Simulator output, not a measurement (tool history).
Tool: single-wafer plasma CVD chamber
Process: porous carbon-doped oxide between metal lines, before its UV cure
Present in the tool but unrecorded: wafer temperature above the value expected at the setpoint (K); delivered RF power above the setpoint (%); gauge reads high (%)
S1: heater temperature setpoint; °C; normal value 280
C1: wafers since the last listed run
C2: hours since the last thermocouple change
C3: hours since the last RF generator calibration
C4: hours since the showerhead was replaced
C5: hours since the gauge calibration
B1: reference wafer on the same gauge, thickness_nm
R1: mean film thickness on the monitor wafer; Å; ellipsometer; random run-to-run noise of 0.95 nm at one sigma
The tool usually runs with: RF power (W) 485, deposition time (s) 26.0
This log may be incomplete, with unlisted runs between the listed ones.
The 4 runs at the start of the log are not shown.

run 5 day=4.279 | S1=276 RF_power_(W)=485 deposition_time_(s)=26.0 | C1=796 C2=2157.5 C3=1361.5 C4=7471.9 C5=609.1 | B1=166.989 | R1=1644.17
run 6 day=5.642 | S1=280 RF_power_(W)=485 deposition_time_(s)=26.0 | C1=810 C2=2190.2 C3=1394.2 C4=7504.6 C5=641.8 | B1=166.740 | R1=1581.83
run 7 day=9.138 | S1=280 RF_power_(W)=485 deposition_time_(s)=22.0 | C1=2080 C2=2274.1 C3=1478.1 C4=7588.5 C5=725.7 | B1=166.979 | R1=1356.99
run 8 day=9.792 | S1=280 RF_power_(W)=485 deposition_time_(s)=26.0 | C1=389 C2=2289.8 C3=1493.8 C4=7604.2 C5=741.4 | B1=166.974 | R1=1580.72
run 9 day=10.867 | S1=280 RF_power_(W)=485 deposition_time_(s)=26.0 | C1=639 C2=2315.6 C3=1519.6 C4=7630.0 C5=767.2 | B1=167.456 | R1=1592.14
-- day=11.342 thermocouple changed; heater temperature recalibrated
run 10 day=15.358 | S1=280 RF_power_(W)=485 deposition_time_(s)=26.0 | C1=2475 C2=96.4 C3=1627.4 C4=7737.8 C5=875.0 | B1=166.687 | R1=1584.62
run 11 day=16.183 | S1=273 RF_power_(W)=485 deposition_time_(s)=22.2 | C1=491 C2=116.2 C3=1647.2 C4=7757.6 C5=894.8 | B1=166.921 | R1=1435.05
run 12 day=16.721 | S1=273 RF_power_(W)=485 deposition_time_(s)=22.2 | C1=319 C2=129.1 C3=1660.1 C4=7770.5 C5=907.7 | B1=166.912 | R1=1446.15
run 13 day=17.438 | S1=273 RF_power_(W)=485 deposition_time_(s)=22.2 | C1=426 C2=146.3 C3=1677.3 C4=7787.7 C5=924.9 | B1=166.495 | R1=1417.93
run 14 day=17.992 | S1=280 RF_power_(W)=415 deposition_time_(s)=26.0 | C1=329 C2=159.6 C3=1690.6 C4=7801.0 C5=938.2 | B1=166.936 | R1=1429.25
run 15 day=18.854 | S1=280 RF_power_(W)=415 deposition_time_(s)=26.0 | C1=513 C2=180.3 C3=1711.3 C4=7821.7 C5=958.9 | B1=167.127 | R1=1429.08
-- day=19.471 showerhead replaced
run 16 day=20.058 | S1=280 RF_power_(W)=440 deposition_time_(s)=28.7 | C1=518 C2=209.2 C3=1740.2 C4=14.1 C5=987.8 | B1=167.169 | R1=1630.08
run 17 day=20.954 | S1=272 RF_power_(W)=575 deposition_time_(s)=21.2 | C1=533 C2=230.7 C3=1761.7 C4=35.6 C5=1009.3 | B1=167.125 | R1=1554.20
run 18 day=23.362 | S1=267 RF_power_(W)=485 deposition_time_(s)=26.0 | C1=1433 C2=288.5 C3=1819.5 C4=93.4 C5=1067.1 | B1=166.780 | R1=1731.10
run 19 day=24.567 | S1=280 RF_power_(W)=485 deposition_time_(s)=24.2 | C1=716 C2=317.4 C3=1848.4 C4=122.3 C5=1096.0 | B1=166.761 | R1=1503.57
run 20 day=25.250 | S1=280 RF_power_(W)=390 deposition_time_(s)=26.0 | C1=406 C2=333.8 C3=1864.8 C4=138.7 C5=1112.4 | B1=166.985 | R1=1358.24
run 21 day=25.879 | S1=280 RF_power_(W)=485 deposition_time_(s)=26.0 | C1=374 C2=348.9 C3=1879.9 C4=153.8 C5=1127.5 | B1=167.149 | R1=1588.95

Predict the results of run 22:
-- day=26.996 gauge calibrated
run 22 day=27.362 | S1=280 RF_power_(W)=485 deposition_time_(s)=26.0 | C1=882 C2=384.5 C3=1915.5 C4=189.4 C5=8.8 | B1=? | R1=?

B1: 166.517
R1: 1600.88 Å
Minus the tool's unlogged condition, the same run would have read R1 1600.88 Å.
